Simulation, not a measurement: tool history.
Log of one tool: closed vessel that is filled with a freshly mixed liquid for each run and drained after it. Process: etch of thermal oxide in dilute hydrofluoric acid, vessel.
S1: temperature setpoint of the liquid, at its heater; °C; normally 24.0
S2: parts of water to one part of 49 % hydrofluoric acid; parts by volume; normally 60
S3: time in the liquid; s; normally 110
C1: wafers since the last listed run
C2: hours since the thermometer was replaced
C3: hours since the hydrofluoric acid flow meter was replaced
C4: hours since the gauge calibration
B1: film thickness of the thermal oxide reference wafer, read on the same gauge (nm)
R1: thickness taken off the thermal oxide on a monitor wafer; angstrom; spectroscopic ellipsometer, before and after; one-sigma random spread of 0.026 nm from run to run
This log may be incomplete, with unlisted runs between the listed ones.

| run | day | S1 | S2 | S3 | C1 | C2 | C3 | C4 | B1 | R1 |
|---|---|---|---|---|---|---|---|---|---|---|
| 1 | 0.000 | 24.0 | 60 | 110 | 0 | 2141.7 | 2083.1 | 54.4 | 109.97 | 100.6 |
| 2 | 0.538 | 24.0 | 60 | 110 | 1094 | 2154.6 | 2096.0 | 67.3 | 110.04 | 101.1 |
| 3 | 0.838 | 21.0 | 60 | 110 | 611 | 2161.8 | 2103.2 | 74.5 | 110.01 | 89.1 |
| 4 | 1.183 | 21.0 | 60 | 110 | 704 | 2170.1 | 2111.5 | 82.8 | 110.03 | 89.2 |
| 5 | 1.838 | 21.0 | 60 | 110 | 1332 | 2185.8 | 2127.2 | 98.5 | 109.99 | 89.5 |
| 6 | 2.479 | 24.0 | 60 | 110 | 1307 | 2201.2 | 2142.6 | 113.9 | 110.00 | 100.9 |
| 7 | 2.775 | 24.0 | 60 | 65 | 602 | 2208.3 | 2149.7 | 121.0 | 110.03 | 59.7 |
| 8 | 3.108 | 24.0 | 60 | 65 | 678 | 2216.3 | 2157.7 | 129.0 | 110.00 | 59.9 |
| 9 | 3.471 | 24.0 | 60 | 65 | 738 | 2225.0 | 2166.4 | 137.7 | 109.99 | 59.7 |
|  | 3.654 | thermometer replaced |
| 10 | 3.767 | 27.5 | 60 | 110 | 517 | 2.7 | 2173.5 | 144.8 | 109.99 | 105.1 |
|  | 3.912 | gauge calibrated |
| 11 | 4.342 | 27.5 | 60 | 110 | 1171 | 16.5 | 2187.3 | 10.3 | 110.02 | 105.4 |
|  | 4.850 | hydrofluoric acid flow meter replaced |
| 12 | 4.888 | 24.0 | 60 | 110 | 1026 | 29.6 | 0.9 | 23.4 | 109.98 | 90.8 |
| 13 | 5.508 | 24.0 | 60 | 110 | 1264 | 44.5 | 15.8 | 38.3 | 109.97 | 91.4 |
| 14 | 5.850 | 24.0 | 60 | 110 | 695 | 52.7 | 24.0 | 46.5 | 110.02 | 91.7 |
| 15 | 6.292 | 24.0 | 45 | 70 | 899 | 63.3 | 34.6 | 57.1 | 109.98 | 79.0 |
| 16 | 6.629 | 24.0 | 70 | 70 | 687 | 71.4 | 42.7 | 65.2 | 110.02 | 49.3 |
| 17 | 7.100 | 20.5 | 75 | 175 | 959 | 82.7 | 54.0 | 76.5 | 109.97 | 99.3 |
| 18 | 7.717 | 24.0 | 30 | 50 | 1256 | 97.5 | 68.8 | 91.3 | 110.02 | 86.6 |
| 19 | 8.050 | 24.0 | 60 | 110 | 678 | 105.5 | 76.8 | 99.3 | 109.99 | 92.3 |
| 20 | 8.417 | 28.5 | 80 | 145 | 746 | 114.3 | 85.6 | 108.1 | 109.99 | 105.5 |
| 21 | 8.779 | 25.5 | 60 | 90 | 738 | 123.0 | 94.3 | 116.8 | 109.96 | 80.1 |
| 22 | 10.217 | 24.0 | 45 | 110 | 2928 | 157.5 | 128.8 | 151.3 | 110.04 | 124.7 |

Here are 3 independent what-if runs from the current tool condition. What would each one return?
| A | 10.246 | 24.0 | 60 | 110 | 59 | 158.2 | 129.5 | 152.0 | ? | ? |
| B | 10.246 | 24.0 | 60 | 140 | 59 | 158.2 | 129.5 | 152.0 | ? | ? |
| C | 10.246 | 22.5 | 60 | 110 | 59 | 158.2 | 129.5 | 152.0 | ? | ? |

| run | B1 | R1 |
|---|---|---|
| A | 109.99 | 92.3 |
| B | 109.99 | 117.4 |
| C | 109.99 | 86.8 |
With no hidden state in the tool, these same runs would have given:
| run | R1 |
|---|---|
| A | 90.8 |
| B | 115.6 |
| C | 85.4 |
